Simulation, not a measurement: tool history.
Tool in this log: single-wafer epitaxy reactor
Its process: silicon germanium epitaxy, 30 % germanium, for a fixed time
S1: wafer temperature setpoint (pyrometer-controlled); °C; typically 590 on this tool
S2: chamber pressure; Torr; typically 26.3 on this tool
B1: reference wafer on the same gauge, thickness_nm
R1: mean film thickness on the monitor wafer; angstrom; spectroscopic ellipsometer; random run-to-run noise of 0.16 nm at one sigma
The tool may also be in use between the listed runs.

run 1 hour=0.0 | S1=590 S2=26.3 | B1=53.506 | R1=521.80
run 2 hour=165.9 | S1=590 S2=26.3 | B1=53.539 | R1=518.32
run 3 hour=220.3 | S1=590 S2=26.3 | B1=53.497 | R1=516.51
run 4 hour=292.0 | S1=590 S2=26.3 | B1=53.483 | R1=516.37
run 5 hour=321.0 | S1=590 S2=26.3 | B1=53.521 | R1=513.66
run 6 hour=360.0 | S1=590 S2=26.3 | B1=53.530 | R1=513.93
run 7 hour=407.5 | S1=590 S2=26.3 | B1=53.509 | R1=517.32
run 8 hour=442.8 | S1=590 S2=26.3 | B1=53.496 | R1=517.90
-- hour=555.2 capacitance manometer re-zeroed and calibrated
run 9 hour=578.0 | S1=590 S2=26.3 | B1=53.498 | R1=533.83
run 10 hour=609.5 | S1=590 S2=26.3 | B1=53.508 | R1=530.21
-- hour=649.9 pyrometer calibrated
run 11 hour=650.4 | S1=590 S2=26.3 | B1=53.494 | R1=522.33
run 12 hour=672.9 | S1=590 S2=26.3 | B1=53.503 | R1=521.25
run 13 hour=727.5 | S1=590 S2=26.3 | B1=53.482 | R1=524.16
run 14 hour=753.6 | S1=590 S2=26.3 | B1=53.494 | R1=520.00
run 15 hour=786.5 | S1=590 S2=26.3 | B1=53.506 | R1=522.62
run 16 hour=840.1 | S1=590 S2=26.3 | B1=53.529 | R1=522.00
run 17 hour=887.2 | S1=590 S2=26.3 | B1=53.518 | R1=519.71
run 18 hour=948.7 | S1=576 S2=30.7 | B1=53.522 | R1=425.60
run 19 hour=1010.8 | S1=604 S2=31.8 | B1=53.503 | R1=767.38
-- hour=1071.5 showerhead replaced
run 20 hour=1081.9 | S1=579 S2=20.7 | B1=53.470 | R1=357.92
run 21 hour=1143.3 | S1=582 S2=29.9 | B1=53.484 | R1=472.66
run 22 hour=1181.7 | S1=590 S2=26.3 | B1=53.505 | R1=516.77
run 23 hour=1220.0 | S1=590 S2=26.3 | B1=53.495 | R1=516.66
run 24 hour=1247.4 | S1=585 S2=26.3 | B1=53.531 | R1=465.61
-- hour=1287.9 gauge calibrated
run 25 hour=1291.2 | S1=576 S2=24.1 | B1=53.501 | R1=363.55
run 26 hour=1331.0 | S1=578 S2=26.3 | B1=53.502 | R1=400.62
run 27 hour=1397.4 | S1=586 S2=32.5 | B1=53.494 | R1=530.79
run 28 hour=1456.8 | S1=590 S2=26.3 | B1=53.479 | R1=511.97
-- hour=1487.3 capacitance manometer re-zeroed and calibrated
run 29 hour=1618.8 | S1=603 S2=26.3 | B1=53.513 | R1=686.30
run 30 hour=1661.2 | S1=590 S2=26.3 | B1=53.506 | R1=527.61
run 31 hour=1728.9 | S1=598 S2=30.6 | B1=53.518 | R1=669.36
run 32 hour=1773.3 | S1=577 S2=26.3 | B1=53.499 | R1=400.78
run 33 hour=1803.7 | S1=583 S2=28.2 | B1=53.519 | R1=471.48
run 34 hour=1837.7 | S1=595 S2=30.9 | B1=53.484 | R1=637.34
run 35 hour=1888.8 | S1=578 S2=28.0 | B1=53.502 | R1=422.10
run 36 hour=1924.3 | S1=590 S2=31.7 | B1=53.505 | R1=580.18

What was the tool's hidden state at every run in the log?
gauge reads high (%): 0 at every run
H1: wafer temperature above the value expected at the setpoint (K)
H2: true pressure above the setpoint (%)
run=1 H1=0.226 H2=-3.13
run=2 H1=0.308 H2=-3.94
run=3 H1=0.337 H2=-4.2
run=4 H1=0.378 H2=-4.55
run=5 H1=0.395 H2=-4.7
run=6 H1=0.418 H2=-4.89
run=7 H1=0.448 H2=-5.12
run=8 H1=0.471 H2=-5.29
run=9 H1=0.563 H2=-0.47
run=10 H1=0.585 H2=-0.624
run=11 H1=-0.0477 H2=-0.824
run=12 H1=-0.0476 H2=-0.934
run=13 H1=-0.0464 H2=-1.2
run=14 H1=-0.0453 H2=-1.33
run=15 H1=-0.0436 H2=-1.49
run=16 H1=-0.0397 H2=-1.75
run=17 H1=-0.0353 H2=-1.98
run=18 H1=-0.0281 H2=-2.28
run=19 H1=-0.019 H2=-2.58
run=20 H1=-0.00664 H2=-2.93
run=21 H1=0.00586 H2=-3.23
run=22 H1=0.0145 H2=-3.42
run=23 H1=0.0238 H2=-3.61
run=24 H1=0.0308 H2=-3.74
run=25 H1=0.0428 H2=-3.95
run=26 H1=0.0544 H2=-4.15
run=27 H1=0.0752 H2=-4.47
run=28 H1=0.0956 H2=-4.76
run=29 H1=0.159 H2=-0.764
run=30 H1=0.177 H2=-0.971
run=31 H1=0.208 H2=-1.3
run=32 H1=0.23 H2=-1.52
run=33 H1=0.245 H2=-1.67
run=34 H1=0.263 H2=-1.83
run=35 H1=0.29 H2=-2.08
run=36 H1=0.31 H2=-2.26

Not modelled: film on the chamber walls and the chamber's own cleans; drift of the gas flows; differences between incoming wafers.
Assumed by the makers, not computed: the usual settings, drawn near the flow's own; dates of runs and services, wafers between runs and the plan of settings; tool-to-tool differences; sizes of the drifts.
